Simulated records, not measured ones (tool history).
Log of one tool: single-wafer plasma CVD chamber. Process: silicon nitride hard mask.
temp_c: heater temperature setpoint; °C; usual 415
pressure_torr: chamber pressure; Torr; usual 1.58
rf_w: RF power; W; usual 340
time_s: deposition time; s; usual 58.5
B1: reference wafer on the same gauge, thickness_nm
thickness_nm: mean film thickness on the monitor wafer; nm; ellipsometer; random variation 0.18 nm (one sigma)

run 1 hour=0 | temp_c=415 pressure_torr=1.58 rf_w=340 time_s=58.5 | B1=64.395 | thickness_nm=66.72
run 2 hour=34.8 | temp_c=415 pressure_torr=1.58 rf_w=340 time_s=58.5 | B1=64.412 | thickness_nm=66.789
run 3 hour=68.4 | temp_c=415 pressure_torr=1.73 rf_w=365 time_s=58.5 | B1=64.377 | thickness_nm=70.523
run 4 hour=99.4 | temp_c=415 pressure_torr=1.58 rf_w=340 time_s=58.5 | B1=64.415 | thickness_nm=66.821
run 5 hour=119.3 | temp_c=415 pressure_torr=1.58 rf_w=340 time_s=58.5 | B1=64.365 | thickness_nm=66.491
run 6 hour=135.1 | temp_c=415 pressure_torr=1.32 rf_w=340 time_s=58.5 | B1=64.432 | thickness_nm=64.397
run 7 hour=190.6 | temp_c=415 pressure_torr=1.32 rf_w=340 time_s=58.5 | B1=64.468 | thickness_nm=64.455
-- hour=208.7 capacitance manometer re-zeroed and calibrated
-- hour=213.9 RF generator calibrated
-- hour=215.9 showerhead replaced
run 8 hour=223.7 | temp_c=415 pressure_torr=1.32 rf_w=340 time_s=58.5 | B1=64.374 | thickness_nm=62.988
-- hour=256 gauge calibrated
run 9 hour=259 | temp_c=415 pressure_torr=1.58 rf_w=340 time_s=58.5 | B1=64.337 | thickness_nm=65.826
run 10 hour=286.4 | temp_c=411 pressure_torr=1.58 rf_w=340 time_s=58.5 | B1=64.394 | thickness_nm=66.111
run 11 hour=307.7 | temp_c=415 pressure_torr=1.58 rf_w=355 time_s=58.5 | B1=64.356 | thickness_nm=67.134
run 12 hour=333.2 | temp_c=415 pressure_torr=1.3 rf_w=300 time_s=58.5 | B1=64.418 | thickness_nm=58.912
run 13 hour=362.7 | temp_c=415 pressure_torr=1.58 rf_w=340 time_s=58.5 | B1=64.433 | thickness_nm=65.952
run 14 hour=397.3 | temp_c=415 pressure_torr=1.58 rf_w=355 time_s=58.5 | B1=64.372 | thickness_nm=67.035
-- hour=417.1 thermocouple changed; heater temperature recalibrated
run 15 hour=426.6 | temp_c=415 pressure_torr=1.92 rf_w=340 time_s=48.6 | B1=64.44 | thickness_nm=57.263
run 16 hour=445.5 | temp_c=430 pressure_torr=1.58 rf_w=360 time_s=62.3 | B1=64.378 | thickness_nm=71.577
run 17 hour=482.5 | temp_c=415 pressure_torr=1.58 rf_w=340 time_s=58.5 | B1=64.354 | thickness_nm=65.696
run 18 hour=503.3 | temp_c=415 pressure_torr=1.58 rf_w=340 time_s=58.5 | B1=64.373 | thickness_nm=65.742
run 19 hour=535.6 | temp_c=427 pressure_torr=1.47 rf_w=290 time_s=53.9 | B1=64.329 | thickness_nm=54.876
run 20 hour=561.6 | temp_c=415 pressure_torr=1.88 rf_w=340 time_s=48.7 | B1=64.408 | thickness_nm=57.015
-- hour=574.3 gauge calibrated
run 21 hour=587.7 | temp_c=415 pressure_torr=1.27 rf_w=340 time_s=53.1 | B1=64.471 | thickness_nm=56.845
run 22 hour=608.7 | temp_c=408 pressure_torr=1.29 rf_w=340 time_s=58.5 | B1=64.334 | thickness_nm=63.166

The same runs without the tool's hidden state, with the same run-to-run variation:
The hidden state here: wafer temperature above the value expected at the setpoint (K); delivered RF power above the setpoint (%); true pressure above the setpoint (%); gauge reads high (%).
run=1 thickness_nm=65.61
run=2 thickness_nm=65.645
run=3 thickness_nm=69.315
run=4 thickness_nm=65.615
run=5 thickness_nm=65.273
run=6 thickness_nm=63.153
run=7 thickness_nm=63.156
run=8 thickness_nm=63.008
run=9 thickness_nm=65.809
run=10 thickness_nm=66.065
run=11 thickness_nm=67.065
run=12 thickness_nm=58.824
run=13 thickness_nm=65.826
run=14 thickness_nm=66.871
run=15 thickness_nm=57.103
run=16 thickness_nm=71.348
run=17 thickness_nm=65.447
run=18 thickness_nm=65.471
run=19 thickness_nm=54.621
run=20 thickness_nm=56.74
run=21 thickness_nm=56.514
run=22 thickness_nm=62.786
